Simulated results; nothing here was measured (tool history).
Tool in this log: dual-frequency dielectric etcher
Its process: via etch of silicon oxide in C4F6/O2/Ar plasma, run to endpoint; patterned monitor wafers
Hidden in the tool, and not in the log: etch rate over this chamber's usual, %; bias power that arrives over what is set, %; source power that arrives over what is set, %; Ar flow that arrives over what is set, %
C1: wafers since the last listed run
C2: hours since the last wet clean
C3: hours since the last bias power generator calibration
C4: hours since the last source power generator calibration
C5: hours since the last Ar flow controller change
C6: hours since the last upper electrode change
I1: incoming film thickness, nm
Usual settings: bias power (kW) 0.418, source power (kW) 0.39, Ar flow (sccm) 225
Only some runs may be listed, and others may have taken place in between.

run 1 hour=0 | bias_power_(kW)=0.418 source_power_(kW)=0.44 Ar_flow_(sccm)=225 | C1=0 C2=288.2 C3=3686.2 C4=3688.6 C5=1805 C6=4913.9 | I1=133.3 | endpoint_time_(s)=30.8
run 2 hour=13.5 | bias_power_(kW)=0.418 source_power_(kW)=0.44 Ar_flow_(sccm)=225 | C1=172 C2=301.7 C3=3699.7 C4=3702.1 C5=1818.5 C6=4927.4 | I1=134 | endpoint_time_(s)=31.1
run 3 hour=27.4 | bias_power_(kW)=0.418 source_power_(kW)=0.34 Ar_flow_(sccm)=225 | C1=177 C2=315.6 C3=3713.6 C4=3716 C5=1832.4 C6=4941.3 | I1=134 | endpoint_time_(s)=33.2
run 4 hour=34.6 | bias_power_(kW)=0.494 source_power_(kW)=0.39 Ar_flow_(sccm)=225 | C1=92 C2=322.8 C3=3720.8 C4=3723.2 C5=1839.6 C6=4948.5 | I1=133.4 | endpoint_time_(s)=29.7
run 5 hour=49.3 | bias_power_(kW)=0.494 source_power_(kW)=0.39 Ar_flow_(sccm)=225 | C1=188 C2=337.5 C3=3735.5 C4=3737.9 C5=1854.3 C6=4963.2 | I1=133.3 | endpoint_time_(s)=29.6
run 6 hour=63.6 | bias_power_(kW)=0.418 source_power_(kW)=0.39 Ar_flow_(sccm)=225 | C1=182 C2=351.8 C3=3749.8 C4=3752.2 C5=1868.6 C6=4977.5 | I1=133.1 | endpoint_time_(s)=31.7
-- hour=84.9 Ar flow controller replaced
-- hour=93.4 upper electrode replaced
run 7 hour=93.9 | bias_power_(kW)=0.418 source_power_(kW)=0.39 Ar_flow_(sccm)=225 | C1=201 C2=382.1 C3=3780.1 C4=3782.5 C5=9 C6=0.5 | I1=133.9 | endpoint_time_(s)=31.5
run 8 hour=94.2 | bias_power_(kW)=0.418 source_power_(kW)=0.39 Ar_flow_(sccm)=225 | C1=3 C2=382.4 C3=3780.4 C4=3782.8 C5=9.3 C6=0.8 | I1=133 | endpoint_time_(s)=31.7
run 9 hour=98.4 | bias_power_(kW)=0.418 source_power_(kW)=0.39 Ar_flow_(sccm)=205 | C1=53 C2=386.6 C3=3784.6 C4=3787 C5=13.5 C6=5 | I1=134.5 | endpoint_time_(s)=31.5
-- hour=126.9 wet clean of the chamber
run 10 hour=127.4 | bias_power_(kW)=0.418 source_power_(kW)=0.39 Ar_flow_(sccm)=205 | C1=63 C2=0.5 C3=3813.6 C4=3816 C5=42.5 C6=34 | I1=133.7 | endpoint_time_(s)=32.8
run 11 hour=127.8 | bias_power_(kW)=0.418 source_power_(kW)=0.39 Ar_flow_(sccm)=225 | C1=5 C2=0.9 C3=3814 C4=3816.4 C5=42.9 C6=34.4 | I1=133.4 | endpoint_time_(s)=33.6
run 12 hour=128.1 | bias_power_(kW)=0.418 source_power_(kW)=0.33 Ar_flow_(sccm)=225 | C1=3 C2=1.2 C3=3814.3 C4=3816.7 C5=43.2 C6=34.7 | I1=134.3 | endpoint_time_(s)=35
run 13 hour=128.4 | bias_power_(kW)=0.5 source_power_(kW)=0.36 Ar_flow_(sccm)=199 | C1=3 C2=1.5 C3=3814.6 C4=3817 C5=43.5 C6=35 | I1=133.4 | endpoint_time_(s)=31.2
run 14 hour=136.5 | bias_power_(kW)=0.418 source_power_(kW)=0.36 Ar_flow_(sccm)=225 | C1=103 C2=9.6 C3=3822.7 C4=3825.1 C5=51.6 C6=43.1 | I1=133.8 | endpoint_time_(s)=34
-- hour=146.7 source power generator calibrated
run 15 hour=152.8 | bias_power_(kW)=0.508 source_power_(kW)=0.44 Ar_flow_(sccm)=244 | C1=157 C2=25.9 C3=3839 C4=6.1 C5=67.9 C6=59.4 | I1=133.6 | endpoint_time_(s)=30.1
run 16 hour=164.1 | bias_power_(kW)=0.485 source_power_(kW)=0.3 Ar_flow_(sccm)=225 | C1=144 C2=37.2 C3=3850.3 C4=17.4 C5=79.2 C6=70.7 | I1=132.9 | endpoint_time_(s)=33.6
run 17 hour=179.6 | bias_power_(kW)=0.445 source_power_(kW)=0.39 Ar_flow_(sccm)=225 | C1=198 C2=52.7 C3=3865.8 C4=32.9 C5=94.7 C6=86.2 | I1=134.1 | endpoint_time_(s)=32.7
-- hour=186.4 bias power generator calibrated
run 18 hour=194.2 | bias_power_(kW)=0.345 source_power_(kW)=0.39 Ar_flow_(sccm)=279 | C1=135 C2=67.3 C3=7.8 C4=47.5 C5=109.3 C6=100.8 | I1=132.3 | endpoint_time_(s)=36.6
run 19 hour=216.8 | bias_power_(kW)=0.418 source_power_(kW)=0.39 Ar_flow_(sccm)=225 | C1=289 C2=89.9 C3=30.4 C4=70.1 C5=131.9 C6=123.4 | I1=134.1 | endpoint_time_(s)=33.3
run 20 hour=229.7 | bias_power_(kW)=0.519 source_power_(kW)=0.35 Ar_flow_(sccm)=186 | C1=165 C2=102.8 C3=43.3 C4=83 C5=144.8 C6=136.3 | I1=135.3 | endpoint_time_(s)=30.5
run 21 hour=238.4 | bias_power_(kW)=0.418 source_power_(kW)=0.39 Ar_flow_(sccm)=225 | C1=111 C2=111.5 C3=52 C4=91.7 C5=153.5 C6=145 | I1=134.7 | endpoint_time_(s)=33.3
run 22 hour=248.3 | bias_power_(kW)=0.418 source_power_(kW)=0.39 Ar_flow_(sccm)=225 | C1=126 C2=121.4 C3=61.9 C4=101.6 C5=163.4 C6=154.9 | I1=132.8 | endpoint_time_(s)=33
run 23 hour=263.8 | bias_power_(kW)=0.418 source_power_(kW)=0.39 Ar_flow_(sccm)=243 | C1=198 C2=136.9 C3=77.4 C4=117.1 C5=178.9 C6=170.4 | I1=133.1 | endpoint_time_(s)=33.2

How would selected steps in endpoint time (s) from run to run divide? Give the signed amount a tool lacking its hidden state would still show from settings, what came in and random variation, and the signed amount left for the hidden state, including any gauge scatter that is not in both of the compared results.
Run 2 -> 3: source power (kW) 0.44 -> 0.34. endpoint time (s) +2.1: hidden state -0.1, all else +2.2.
Run 9 -> 10: wet clean of the chamber. endpoint time (s) +1.3: hidden state +1.7, all else -0.4.
Run 14 -> 15: bias power (kW) 0.418 -> 0.508, source power (kW) 0.36 -> 0.44, Ar flow (sccm) 225 -> 244, source power generator calibrated. endpoint time (s) -3.9: hidden state -0.1, all else -3.8.
Run 17 -> 18: bias power (kW) 0.445 -> 0.345, Ar flow (sccm) 225 -> 279, bias power generator calibrated. endpoint time (s) +3.9: hidden state -0.1, all else +4.
